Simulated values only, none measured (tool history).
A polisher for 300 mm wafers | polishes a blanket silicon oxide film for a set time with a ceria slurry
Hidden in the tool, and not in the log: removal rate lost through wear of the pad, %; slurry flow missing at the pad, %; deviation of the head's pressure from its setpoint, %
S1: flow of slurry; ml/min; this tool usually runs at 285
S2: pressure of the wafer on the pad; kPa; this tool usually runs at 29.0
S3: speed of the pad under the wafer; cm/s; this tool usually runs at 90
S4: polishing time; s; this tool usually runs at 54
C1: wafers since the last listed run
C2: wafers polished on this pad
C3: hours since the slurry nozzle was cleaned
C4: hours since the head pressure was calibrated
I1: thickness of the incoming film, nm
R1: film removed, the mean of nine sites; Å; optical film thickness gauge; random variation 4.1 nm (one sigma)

run,day,S1,S2,S3,S4,C1,C2,C3,C4,I1,R1
1,0.000,285,29.0,90,54,0,4921,130.7,350.2,1462.3,2713
# day 2.700: worn pad replaced by a new one
2,3.608,285,29.0,90,54,938,247,217.3,436.8,1487.1,2844
3,5.346,285,29.0,90,54,473,721,259.0,478.5,1491.6,2750
4,7.633,255,29.0,90,54,623,1345,313.9,533.4,1470.2,2714
5,11.933,325,29.0,90,64,1172,2518,417.1,636.6,1483.3,3335
6,13.654,325,29.0,90,64,469,2988,458.4,677.9,1497.5,3438
7,16.567,285,29.0,90,54,794,3782,528.3,747.8,1478.1,2781
8,18.929,285,29.0,90,54,644,4426,585.0,804.5,1492.3,2810
# day 21.650: slurry nozzle cleaned
9,23.012,285,29.0,90,54,1102,5529,32.7,902.5,1477.6,3031
# day 26.425: worn pad replaced by a new one
10,27.329,285,29.0,90,54,1132,246,136.3,1006.1,1502.3,3084
11,31.492,285,29.0,90,54,1135,1381,236.2,1106.0,1486.1,3110
# day 32.717: head pressure recalibrated
12,33.958,285,29.0,90,54,650,2032,295.4,29.8,1498.5,2635
13,38.283,285,22.8,110,54,1179,3211,399.2,133.6,1461.8,2670
14,42.733,285,33.1,90,54,1213,4425,506.0,240.4,1446.0,2945
# day 43.700: slurry nozzle cleaned
15,45.917,285,33.1,90,54,856,5282,53.2,316.8,1475.6,3214
# day 50.154: worn pad replaced by a new one
16,50.179,375,20.0,104,63,1117,6,155.5,419.1,1476.4,2792
17,53.300,245,29.0,90,71,851,858,230.4,494.0,1477.7,3563
18,64.475,285,29.0,90,54,3048,3906,498.6,762.2,1491.4,2799
19,66.408,365,29.0,106,54,527,4433,545.0,808.6,1483.0,3299
# day 67.679: slurry nozzle cleaned
20,69.417,285,29.0,90,54,809,5243,41.7,880.8,1475.3,2966
# day 72.012: worn pad replaced by a new one
21,74.217,285,38.6,102,72,1263,601,156.9,996.0,1486.1,5831
22,76.325,375,29.0,90,38,575,1176,207.5,1046.6,1497.6,2188
# day 78.725: head pressure recalibrated
23,80.625,260,33.1,90,54,1150,2326,310.7,45.6,1489.8,3044
# day 91.667: slurry nozzle cleaned
24,91.808,285,29.0,90,54,3039,5365,3.4,314.0,1473.9,2826
# day 92.575: worn pad replaced by a new one
25,94.912,380,29.0,62,43,801,637,77.9,388.5,1464.3,1590
26,98.542,260,33.1,90,54,989,1627,165.0,475.6,1450.2,3218
27,100.471,285,29.0,90,36,526,2154,211.3,521.9,1450.9,1858
28,104.488,285,29.0,90,54,1095,3249,307.7,618.3,1466.1,2776
29,108.708,355,22.1,112,36,1151,4401,409.0,719.6,1487.0,1880
30,111.867,215,20.0,82,39,861,5262,484.8,795.4,1488.6,1295
# day 112.704: worn pad replaced by a new one
31,114.767,285,29.0,76,70,745,562,554.4,865.0,1457.4,3049

The same runs without the tool's hidden state, with the same run-to-run variation:
run,R1
1,2741
2,2876
3,2782
4,2756
5,3360
6,3463
7,2824
8,2859
9,2832
10,2850
11,2845
12,2746
13,2812
14,3137
15,3234
16,2802
17,3592
18,2804
19,3268
20,2806
21,5459
22,2027
23,3199
24,2835
25,1592
26,3229
27,1861
28,2776
29,1863
30,1311
31,3040
